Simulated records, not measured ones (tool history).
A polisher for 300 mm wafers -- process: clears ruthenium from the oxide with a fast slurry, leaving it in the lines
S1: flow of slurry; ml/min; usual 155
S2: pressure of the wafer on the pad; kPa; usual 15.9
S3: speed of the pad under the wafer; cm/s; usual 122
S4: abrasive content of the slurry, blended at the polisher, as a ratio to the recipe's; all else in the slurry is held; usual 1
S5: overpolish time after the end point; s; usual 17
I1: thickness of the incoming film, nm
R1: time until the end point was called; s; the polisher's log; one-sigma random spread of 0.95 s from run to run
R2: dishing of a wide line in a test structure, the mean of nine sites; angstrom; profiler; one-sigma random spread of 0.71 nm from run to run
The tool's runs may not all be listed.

run	hour	S1	S2	S3	S4	S5	I1	R1	R2
1	0	155	15.9	122	1	17	287.4	73.4	482
2	89.4	155	15.9	122	1	17	284.9	74.5	460
3	160	155	15.9	122	1	17	292	79.8	451
# hour 207.9: slurry blender recalibrated
4	208.4	155	15.9	122	1	17	290	72.6	483
# hour 273: worn pad replaced by a new one
5	282.5	155	17.2	122	1	17	289.5	71.4	497
6	361.2	155	17.2	122	1	17	293.8	71.6	479
# hour 391.6: slurry nozzle cleaned
# hour 391.6: head pressure recalibrated
7	412.5	125	15.9	122	1	17	292.6	75.2	470
8	483.7	125	15.9	122	1	17	290.8	75.2	447
9	539.5	125	15.9	122	1	17	293.2	83.4	438
10	614.4	155	15.9	122	1	23	288.4	82.3	556
# hour 652.8: slurry blender recalibrated
11	669.3	155	15.9	122	0.85	17	289.9	78	453
# hour 681.6: worn pad replaced by a new one
12	743.5	155	15.9	122	0.85	17	288.1	78.3	446
13	782	155	15.9	122	0.85	17	291.9	81	445
14	866.2	155	15.9	122	1	9	291	76.1	268
15	903.9	155	15.9	122	1	17	288.3	75.8	458
16	964.9	155	15.9	156	1.15	17	285.5	58.1	587
# hour 1036: worn pad replaced by a new one
# hour 1055.4: slurry blender recalibrated
17	1068.4	185	11.7	146	1	7	290.6	71.1	224
18	1131.8	155	15.9	156	1.15	17	285.6	53.4	616
# hour 1230.1: head pressure recalibrated
19	1236.4	155	15.9	122	1	17	293.2	71.5	498
# hour 1276.6: slurry nozzle cleaned
20	1278.4	155	15.9	122	1	17	293.7	74	493
21	1346.5	135	15.9	122	0.7	17	288.7	93.5	385
# hour 1413.3: worn pad replaced by a new one
# hour 1437.3: slurry blender recalibrated
22	1654.7	155	15.9	98	1.25	17	292.1	83.1	433
23	1757.1	155	15.9	138	1	17	288.9	70.6	492
# hour 1844: slurry blender recalibrated
# hour 1864.1: worn pad replaced by a new one
24	1864.6	205	19.3	122	1	17	288.9	61.6	556
25	1940.3	155	19.3	86	1.2	22	291.3	83.1	519
26	2075.1	155	18.6	122	1	17	284.8	68.4	488

Forecast each of these 3 alternatives for the next run:
A	2075.6	155	15.9	122	1	17	290.9	?	?
B	2075.6	155	15.9	122	1	27	290.9	?	?
C	2075.6	130	15.9	88	1	17	290.9	?	?

run	R1	R2
A	76.5	461
B	76.5	660
C	109.9	338
Had the tool no hidden state, the same runs would have come out as:
run	R1	R2
A	66.8	514
B	66.8	727
C	96	381
